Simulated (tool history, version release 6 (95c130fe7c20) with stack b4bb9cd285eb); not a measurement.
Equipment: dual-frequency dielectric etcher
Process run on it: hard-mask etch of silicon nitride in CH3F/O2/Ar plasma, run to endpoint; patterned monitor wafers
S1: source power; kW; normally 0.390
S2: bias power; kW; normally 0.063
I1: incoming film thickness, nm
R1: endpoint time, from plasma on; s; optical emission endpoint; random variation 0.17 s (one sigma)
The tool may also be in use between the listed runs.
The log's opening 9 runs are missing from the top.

run	day	S1	S2	I1	R1
10	10.583	0.390	0.063	36.18	54.7
11	11.233	0.390	0.063	36.84	55.9
12	11.888	0.460	0.063	36.84	53.2
13	12.721	0.460	0.063	36.93	53.2
14	13.471	0.460	0.063	37.10	53.4
15	14.179	0.390	0.063	37.05	56.1
16	15.129	0.390	0.063	37.22	56.2
17	15.767	0.350	0.071	36.58	55.4
18	16.671	0.320	0.063	37.44	59.6
19	17.750	0.390	0.063	36.89	56.2
20	21.962	0.390	0.063	36.93	56.2
21	22.575	0.340	0.063	36.87	58.5
# day 24.733: upper electrode replaced
22	24.754	0.480	0.074	36.90	51.8
23	24.767	0.460	0.063	36.91	53.9
# day 25.304: source power generator calibrated
24	25.833	0.350	0.056	37.13	59.8
25	27.129	0.390	0.054	36.81	58.0
26	28.562	0.390	0.079	37.05	54.1
27	29.542	0.340	0.056	36.77	59.4
# day 29.888: bias power generator calibrated
# day 30.833: wet clean of the chamber
28	30.854	0.390	0.051	36.93	57.7
29	31.200	0.390	0.063	37.21	56.3
30	35.054	0.300	0.063	36.99	59.4
31	39.229	0.480	0.057	37.19	54.3
32	39.925	0.350	0.072	36.99	56.2
33	40.967	0.430	0.063	36.90	54.6

Predict each of these 5 candidate next runs independently; none follows another, all start after run 33:
A	40.983	0.390	0.069	37.01	?
B	40.983	0.360	0.078	37.01	?
C	40.983	0.320	0.068	37.01	?
D	40.983	0.390	0.075	37.01	?
E	40.983	0.340	0.053	37.01	?

run	R1
A	55.1
B	54.9
C	58.2
D	54.2
E	60.0
The same runs, with their run-to-run variation unchanged, on a tool lacking any hidden condition would have given:
run	R1
A	54.5
B	54.3
C	57.6
D	53.6
E	59.4

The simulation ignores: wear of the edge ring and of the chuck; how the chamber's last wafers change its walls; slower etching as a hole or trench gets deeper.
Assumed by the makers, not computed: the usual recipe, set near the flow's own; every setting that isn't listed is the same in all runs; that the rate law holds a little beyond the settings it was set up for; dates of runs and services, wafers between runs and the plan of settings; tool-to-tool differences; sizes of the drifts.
